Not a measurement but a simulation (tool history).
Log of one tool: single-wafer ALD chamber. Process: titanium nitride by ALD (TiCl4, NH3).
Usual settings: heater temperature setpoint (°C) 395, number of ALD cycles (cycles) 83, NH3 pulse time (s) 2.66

run	hour	heater temperature setpoint (°C)	number of ALD cycles (cycles)	NH3 pulse time (s)	wafers since the last listed run	hours since the last thermocouple change	hours since the showerhead was replaced	hours since the gauge calibration	read-back reference wafer on the same gauge, thickness_nm	mean film thickness on the monitor wafer (angstrom)
1	0	395	83	2.66	0	2244.8	6821.9	219.4	2.155	20.86
2	13	395	83	2.66	33	2257.8	6834.9	232.4	2.156	20.82
3	29.3	403	83	2.66	42	2274.1	6851.2	248.7	2.159	20.83
4	39.4	395	83	2.27	26	2284.2	6861.3	258.8	2.156	20.7
5	45.5	387	83	2.66	15	2290.3	6867.4	264.9	2.156	20.64
6	90.1	387	83	2.66	115	2334.9	6912	309.5	2.159	20.71
7	100.1	387	83	2.66	26	2344.9	6922	319.5	2.158	20.69
8	113.1	395	83	2.66	33	2357.9	6935	332.5	2.161	20.81
# hour 118.2: gauge calibrated
9	150.6	395	83	2.66	97	2395.4	6972.5	32.4	2.141	20.66
10	157.9	395	83	2.66	18	2402.7	6979.8	39.7	2.14	20.6
# hour 169.3: thermocouple changed; heater temperature recalibrated
11	171.8	395	83	2.66	15	2.5	6993.7	53.6	2.146	20.64
12	183.7	395	83	2.66	30	14.4	7005.6	65.5	2.145	20.77
13	200.5	395	83	3.09	43	31.2	7022.4	82.3	2.147	20.88
# hour 221.4: showerhead replaced
14	221.9	395	83	2.66	34	52.6	0.5	103.7	2.148	20.74
15	234.5	385	73	1.86	32	65.2	13.1	116.3	2.15	17.82
16	248.2	395	83	2.66	35	78.9	26.8	130	2.154	20.75
17	254.6	388	99	3.27	16	85.3	33.2	136.4	2.155	24.84
18	264.9	395	83	2.66	26	95.6	43.5	146.7	2.152	20.84
19	279.3	381	67	2.06	37	110	57.9	161.1	2.154	16.45
20	289.4	395	77	2.66	26	120.1	68	171.2	2.155	19.3
21	297.5	399	92	2.36	21	128.2	76.1	179.3	2.158	23.1
22	304	384	76	2.99	16	134.7	82.6	185.8	2.156	18.96
23	311.3	395	98	3.12	18	142	89.9	193.1	2.156	24.7

The next listed run, before its measurement:
24	339.9	387	83	2.66	74	170.6	118.5	221.7	?	?

read-back reference wafer on the same gauge, thickness_nm: 2.161
mean film thickness on the monitor wafer (angstrom): 20.71
Without the tool's hidden state the same run would have given mean film thickness on the monitor wafer (angstrom) 20.44.
